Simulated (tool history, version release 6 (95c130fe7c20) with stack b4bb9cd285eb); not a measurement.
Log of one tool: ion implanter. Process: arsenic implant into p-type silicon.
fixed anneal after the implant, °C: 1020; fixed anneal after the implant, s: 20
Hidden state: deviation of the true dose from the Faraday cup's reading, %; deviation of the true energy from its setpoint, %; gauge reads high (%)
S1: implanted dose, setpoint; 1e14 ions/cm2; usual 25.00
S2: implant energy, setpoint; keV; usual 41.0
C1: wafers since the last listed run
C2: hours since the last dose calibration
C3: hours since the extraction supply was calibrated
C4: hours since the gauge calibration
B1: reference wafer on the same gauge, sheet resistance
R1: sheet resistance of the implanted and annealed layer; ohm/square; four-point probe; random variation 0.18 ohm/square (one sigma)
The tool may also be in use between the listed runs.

{"run": 1, "day": 0.0, "S1": 25.0, "S2": 41.0, "C1": 0, "C2": 967.6, "C3": 3726.5, "C4": 808.6, "B1": 82.12, "R1": 73.98}
{"run": 2, "day": 2.338, "S1": 25.0, "S2": 41.0, "C1": 956, "C2": 1023.7, "C3": 3782.6, "C4": 864.7, "B1": 82.12, "R1": 73.88}
{"run": 3, "day": 4.617, "S1": 25.0, "S2": 41.0, "C1": 932, "C2": 1078.4, "C3": 3837.3, "C4": 919.4, "B1": 82.18, "R1": 73.8}
{"run": 4, "day": 6.342, "S1": 25.0, "S2": 41.0, "C1": 705, "C2": 1119.8, "C3": 3878.7, "C4": 960.8, "B1": 82.11, "R1": 73.84}
{"run": 5, "day": 9.067, "S1": 25.0, "S2": 41.0, "C1": 1114, "C2": 1185.2, "C3": 3944.1, "C4": 1026.2, "B1": 82.13, "R1": 73.96}
{"run": 6, "day": 10.308, "S1": 19.58, "S2": 41.0, "C1": 508, "C2": 1215.0, "C3": 3973.9, "C4": 1056.0, "B1": 82.12, "R1": 79.97}
{"run": 7, "day": 11.721, "S1": 19.58, "S2": 41.0, "C1": 577, "C2": 1248.9, "C3": 4007.8, "C4": 1089.9, "B1": 82.03, "R1": 79.86}
{"run": 8, "day": 12.771, "S1": 25.0, "S2": 51.5, "C1": 429, "C2": 1274.1, "C3": 4033.0, "C4": 1115.1, "B1": 82.01, "R1": 66.83}
{"run": 9, "day": 13.812, "S1": 25.0, "S2": 41.0, "C1": 426, "C2": 1299.1, "C3": 4058.0, "C4": 1140.1, "B1": 81.98, "R1": 73.76}
{"run": 10, "day": 15.112, "S1": 25.0, "S2": 41.0, "C1": 531, "C2": 1330.3, "C3": 4089.2, "C4": 1171.3, "B1": 81.97, "R1": 73.63}
{"run": 11, "day": 17.408, "S1": 25.0, "S2": 41.0, "C1": 939, "C2": 1385.4, "C3": 4144.3, "C4": 1226.4, "B1": 82.08, "R1": 73.75}
{"run": 12, "day": 20.333, "S1": 25.0, "S2": 41.0, "C1": 1196, "C2": 1455.6, "C3": 4214.5, "C4": 1296.6, "B1": 82.16, "R1": 73.44}
{"day": 21.279, "done": "gauge calibrated"}
{"run": 13, "day": 23.704, "S1": 25.0, "S2": 41.0, "C1": 1379, "C2": 1536.5, "C3": 4295.4, "C4": 58.2, "B1": 81.97, "R1": 73.63}
{"run": 14, "day": 26.358, "S1": 21.87, "S2": 35.0, "C1": 1085, "C2": 1600.2, "C3": 4359.1, "C4": 121.9, "B1": 82.16, "R1": 81.84}
{"run": 15, "day": 29.012, "S1": 25.0, "S2": 41.0, "C1": 1085, "C2": 1663.9, "C3": 4422.8, "C4": 185.6, "B1": 82.03, "R1": 73.54}
{"day": 30.05, "done": "Faraday cup replaced and dose calibrated"}
{"run": 16, "day": 30.75, "S1": 27.85, "S2": 52.5, "C1": 574, "C2": 16.8, "C3": 4464.5, "C4": 227.3, "B1": 82.02, "R1": 64.49}
{"run": 17, "day": 31.804, "S1": 27.59, "S2": 27.0, "C1": 431, "C2": 42.1, "C3": 4489.8, "C4": 252.6, "B1": 82.08, "R1": 86.14}
{"day": 33.496, "done": "extraction supply calibrated"}
{"run": 18, "day": 33.667, "S1": 25.0, "S2": 41.0, "C1": 625, "C2": 86.8, "C3": 4.1, "C4": 297.3, "B1": 82.23, "R1": 74.42}
{"run": 19, "day": 35.796, "S1": 18.89, "S2": 41.0, "C1": 871, "C2": 137.9, "C3": 55.2, "C4": 348.4, "B1": 82.07, "R1": 82.17}
{"run": 20, "day": 37.638, "S1": 25.0, "S2": 41.0, "C1": 753, "C2": 182.1, "C3": 99.4, "C4": 392.6, "B1": 82.14, "R1": 74.18}
{"run": 21, "day": 40.454, "S1": 29.93, "S2": 45.5, "C1": 1152, "C2": 249.7, "C3": 167.0, "C4": 460.2, "B1": 82.16, "R1": 67.33}
{"run": 22, "day": 42.167, "S1": 25.0, "S2": 41.0, "C1": 700, "C2": 290.8, "C3": 208.1, "C4": 501.3, "B1": 82.04, "R1": 73.97}
{"run": 23, "day": 44.8, "S1": 25.0, "S2": 41.0, "C1": 1077, "C2": 354.0, "C3": 271.3, "C4": 564.5, "B1": 82.07, "R1": 73.93}
{"run": 24, "day": 51.179, "S1": 27.26, "S2": 41.0, "C1": 2610, "C2": 507.1, "C3": 424.4, "C4": 717.6, "B1": 82.14, "R1": 72.24}
{"run": 25, "day": 54.004, "S1": 19.51, "S2": 48.5, "C1": 1155, "C2": 574.9, "C3": 492.2, "C4": 785.4, "B1": 82.11, "R1": 75.79}
{"run": 26, "day": 56.708, "S1": 21.67, "S2": 52.5, "C1": 1106, "C2": 639.8, "C3": 557.1, "C4": 850.3, "B1": 82.07, "R1": 70.08}

5 ways to go on from here, each from the tool as it stands after run 26. What would each give?
{"run": "A", "day": 56.725, "S1": 25.0, "S2": 41.0, "C1": 6, "C2": 640.2, "C3": 557.5, "C4": 850.7, "B1": "?", "R1": "?"}
{"run": "B", "day": 56.725, "S1": 30.49, "S2": 41.0, "C1": 6, "C2": 640.2, "C3": 557.5, "C4": 850.7, "B1": "?", "R1": "?"}
{"run": "C", "day": 56.725, "S1": 25.0, "S2": 31.5, "C1": 6, "C2": 640.2, "C3": 557.5, "C4": 850.7, "B1": "?", "R1": "?"}
{"run": "D", "day": 56.725, "S1": 31.19, "S2": 49.5, "C1": 6, "C2": 640.2, "C3": 557.5, "C4": 850.7, "B1": "?", "R1": "?"}
{"run": "E", "day": 56.725, "S1": 23.04, "S2": 27.5, "C1": 6, "C2": 640.2, "C3": 557.5, "C4": 850.7, "B1": "?", "R1": "?"}

run=A B1=82.06 R1=73.78
run=B B1=82.06 R1=70.22
run=C B1=82.06 R1=82.24
run=D B1=82.06 R1=63.81
run=E B1=82.06 R1=88.20
Without the tool's hidden state the same runs would have given:
run=A R1=74.36
run=B R1=70.63
run=C R1=82.76
run=D R1=64.22
run=E R1=88.75
